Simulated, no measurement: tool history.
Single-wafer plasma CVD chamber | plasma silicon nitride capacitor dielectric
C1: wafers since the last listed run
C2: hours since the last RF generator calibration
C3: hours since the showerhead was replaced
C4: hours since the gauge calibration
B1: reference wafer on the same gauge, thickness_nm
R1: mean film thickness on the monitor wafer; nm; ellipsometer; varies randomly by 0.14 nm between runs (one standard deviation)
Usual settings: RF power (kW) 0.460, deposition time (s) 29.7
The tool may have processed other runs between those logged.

Run 1, day 0.000: usual settings but RF power (kW) 0.535; C1 0; C2 1258.9; C3 8136.5; C4 82.8; B1 41.610. Result: R1 45.130 nm.
Run 2, day 1.071: usual settings but RF power (kW) 0.440; C1 464; C2 1284.6; C3 8162.2; C4 108.5; B1 41.641. Result: R1 42.299 nm.
Run 3, day 2.196: usual settings but RF power (kW) 0.440; C1 487; C2 1311.6; C3 8189.2; C4 135.5; B1 41.623. Result: R1 42.020 nm.
Run 4, day 3.692: usual settings but RF power (kW) 0.440; C1 648; C2 1347.5; C3 8225.1; C4 171.4; B1 41.607. Result: R1 42.258 nm.
Run 5, day 5.146: usual settings but RF power (kW) 0.505; C1 630; C2 1382.4; C3 8260.0; C4 206.3; B1 41.591. Result: R1 44.237 nm.
Run 6, day 6.621: usual settings; C1 639; C2 1417.8; C3 8295.4; C4 241.7; B1 41.571. Result: R1 42.812 nm.
Run 7, day 8.025: usual settings; C1 608; C2 1451.5; C3 8329.1; C4 275.4; B1 41.600. Result: R1 42.743 nm.
Run 8, day 8.617: usual settings; C1 256; C2 1465.7; C3 8343.3; C4 289.6; B1 41.579. Result: R1 42.764 nm.
Run 9, day 9.758: usual settings; C1 494; C2 1493.1; C3 8370.7; C4 317.0; B1 41.528. Result: R1 42.716 nm.
Run 10, day 11.138: usual settings; C1 597; C2 1526.2; C3 8403.8; C4 350.1; B1 41.564. Result: R1 42.723 nm.
Run 11, day 12.167: usual settings; C1 446; C2 1550.9; C3 8428.5; C4 374.8; B1 41.629. Result: R1 42.916 nm.
Run 12, day 13.042: usual settings; C1 379; C2 1571.9; C3 8449.5; C4 395.8; B1 41.630. Result: R1 43.002 nm.
Run 13, day 14.312: usual settings; C1 550; C2 1602.4; C3 8480.0; C4 426.3; B1 41.614. Result: R1 42.672 nm.
Run 14, day 15.733: usual settings but deposition time (s) 26.8; C1 615; C2 1636.5; C3 8514.1; C4 460.4; B1 41.592. Result: R1 38.677 nm.
Run 15, day 16.300: usual settings; C1 245; C2 1650.1; C3 8527.7; C4 474.0; B1 41.500. Result: R1 42.630 nm.
Run 16, day 18.683: usual settings; C1 1033; C2 1707.3; C3 8584.9; C4 531.2; B1 41.636. Result: R1 42.415 nm.
Run 17, day 19.771: usual settings but deposition time (s) 26.4; C1 471; C2 1733.4; C3 8611.0; C4 557.3; B1 41.554. Result: R1 38.116 nm.
Run 18, day 21.100: usual settings but deposition time (s) 26.4; C1 576; C2 1765.3; C3 8642.9; C4 589.2; B1 41.569. Result: R1 37.982 nm.
Run 19, day 22.225: usual settings; C1 487; C2 1792.3; C3 8669.9; C4 616.2; B1 41.544. Result: R1 42.575 nm.
At day 22.821: showerhead replaced.
Run 20, day 22.842: usual settings; C1 122; C2 1807.1; C3 0.5; C4 631.0; B1 41.614. Result: R1 42.381 nm.
Run 21, day 23.558: usual settings; C1 310; C2 1824.3; C3 17.7; C4 648.2; B1 41.674. Result: R1 42.805 nm.
Run 22, day 24.492: usual settings; C1 404; C2 1846.7; C3 40.1; C4 670.6; B1 41.545. Result: R1 42.646 nm.
Run 23, day 25.838: usual settings but RF power (kW) 0.385; C1 583; C2 1879.0; C3 72.4; C4 702.9; B1 41.531. Result: R1 39.560 nm.
Run 24, day 26.533: usual settings but RF power (kW) 0.380, deposition time (s) 25.5; C1 301; C2 1895.7; C3 89.1; C4 719.6; B1 41.646. Result: R1 33.826 nm.
Run 25, day 27.983: usual settings but deposition time (s) 31.9; C1 628; C2 1930.5; C3 123.9; C4 754.4; B1 41.588. Result: R1 45.635 nm.
At day 29.446: gauge calibrated.
Run 26, day 29.462: usual settings but RF power (kW) 0.500, deposition time (s) 34.1; C1 641; C2 1966.0; C3 159.4; C4 0.4; B1 41.579. Result: R1 50.107 nm.
Run 27, day 30.079: usual settings; C1 267; C2 1980.8; C3 174.2; C4 15.2; B1 41.588. Result: R1 42.363 nm.
Run 28, day 30.742: usual settings but deposition time (s) 35.3; C1 287; C2 1996.7; C3 190.1; C4 31.1; B1 41.612. Result: R1 50.744 nm.
Run 29, day 31.379: usual settings but RF power (kW) 0.420, deposition time (s) 32.3; C1 276; C2 2012.0; C3 205.4; C4 46.4; B1 41.567. Result: R1 44.455 nm.
Run 30, day 32.492: usual settings but RF power (kW) 0.420, deposition time (s) 28.1; C1 482; C2 2038.7; C3 232.1; C4 73.1; B1 41.590. Result: R1 38.835 nm.
At day 33.112: RF generator calibrated.
Run 31, day 33.133: usual settings but deposition time (s) 33.1; C1 133; C2 0.5; C3 247.5; C4 88.5; B1 41.594. Result: R1 46.435 nm.
Run 32, day 33.679: usual settings but RF power (kW) 0.490; C1 236; C2 13.6; C3 260.6; C4 101.6; B1 41.607. Result: R1 42.772 nm.
Run 33, day 34.425: usual settings; C1 323; C2 31.5; C3 278.5; C4 119.5; B1 41.500. Result: R1 41.555 nm.
Run 34, day 35.421: usual settings; C1 431; C2 55.4; C3 302.4; C4 143.4; B1 41.587. Result: R1 41.478 nm.
Run 35, day 36.646: usual settings but RF power (kW) 0.420, deposition time (s) 32.3; C1 531; C2 84.8; C3 331.8; C4 172.8; B1 41.569. Result: R1 43.715 nm.
Run 36, day 37.758: usual settings; C1 482; C2 111.5; C3 358.5; C4 199.5; B1 41.700. Result: R1 41.817 nm.
Run 37, day 38.408: usual settings but RF power (kW) 0.435, deposition time (s) 35.2; C1 281; C2 127.1; C3 374.1; C4 215.1; B1 41.569. Result: R1 48.006 nm.
At day 39.088: RF generator calibrated, repeated, since the last time left the tool worse.
Run 38, day 39.592: usual settings; C1 368; C2 12.1; C3 402.5; C4 243.5; B1 41.580. Result: R1 42.955 nm.
Run 39, day 40.412: usual settings; C1 355; C2 31.8; C3 422.2; C4 263.2; B1 41.545. Result: R1 42.952 nm.
Run 40, day 41.621: usual settings but RF power (kW) 0.425, deposition time (s) 32.2; C1 523; C2 60.8; C3 451.2; C4 292.2; B1 41.588. Result: R1 45.077 nm.
Run 41, day 42.629: usual settings but RF power (kW) 0.410, deposition time (s) 33.6; C1 437; C2 85.0; C3 475.4; C4 316.4; B1 41.579. Result: R1 46.778 nm.
Run 42, day 46.421: usual settings; C1 1643; C2 176.0; C3 566.4; C4 407.4; B1 41.587. Result: R1 43.052 nm.
Run 43, day 47.721: usual settings but deposition time (s) 35.2; C1 563; C2 207.2; C3 597.6; C4 438.6; B1 41.589. Result: R1 51.178 nm.

Branching from run 43: 5 alternative next runs. What would each branch give?
Run A, day 47.738: usual settings; C1 7; C2 207.6; C3 598.0; C4 439.0; B1 ?. Result: R1 ?.
Run B, day 47.738: usual settings but RF power (kW) 0.535, deposition time (s) 32.1; C1 7; C2 207.6; C3 598.0; C4 439.0; B1 ?. Result: R1 ?.
Run C, day 47.738: usual settings but RF power (kW) 0.405, deposition time (s) 32.5; C1 7; C2 207.6; C3 598.0; C4 439.0; B1 ?. Result: R1 ?.
Run D, day 47.738: usual settings but deposition time (s) 35.0; C1 7; C2 207.6; C3 598.0; C4 439.0; B1 ?. Result: R1 ?.
Run E, day 47.738: usual settings but RF power (kW) 0.525, deposition time (s) 23.9; C1 7; C2 207.6; C3 598.0; C4 439.0; B1 ?. Result: R1 ?.

run      B1      R1
  A  41.645  42.894
  B  41.645  49.016
  C  41.645  44.711
  D  41.645  50.549
  E  41.645  36.245
Without the tool's unlogged condition, the same runs would have read:
run      R1
  A  43.247
  B  49.418
  C  45.078
  D  50.964
  E  36.543

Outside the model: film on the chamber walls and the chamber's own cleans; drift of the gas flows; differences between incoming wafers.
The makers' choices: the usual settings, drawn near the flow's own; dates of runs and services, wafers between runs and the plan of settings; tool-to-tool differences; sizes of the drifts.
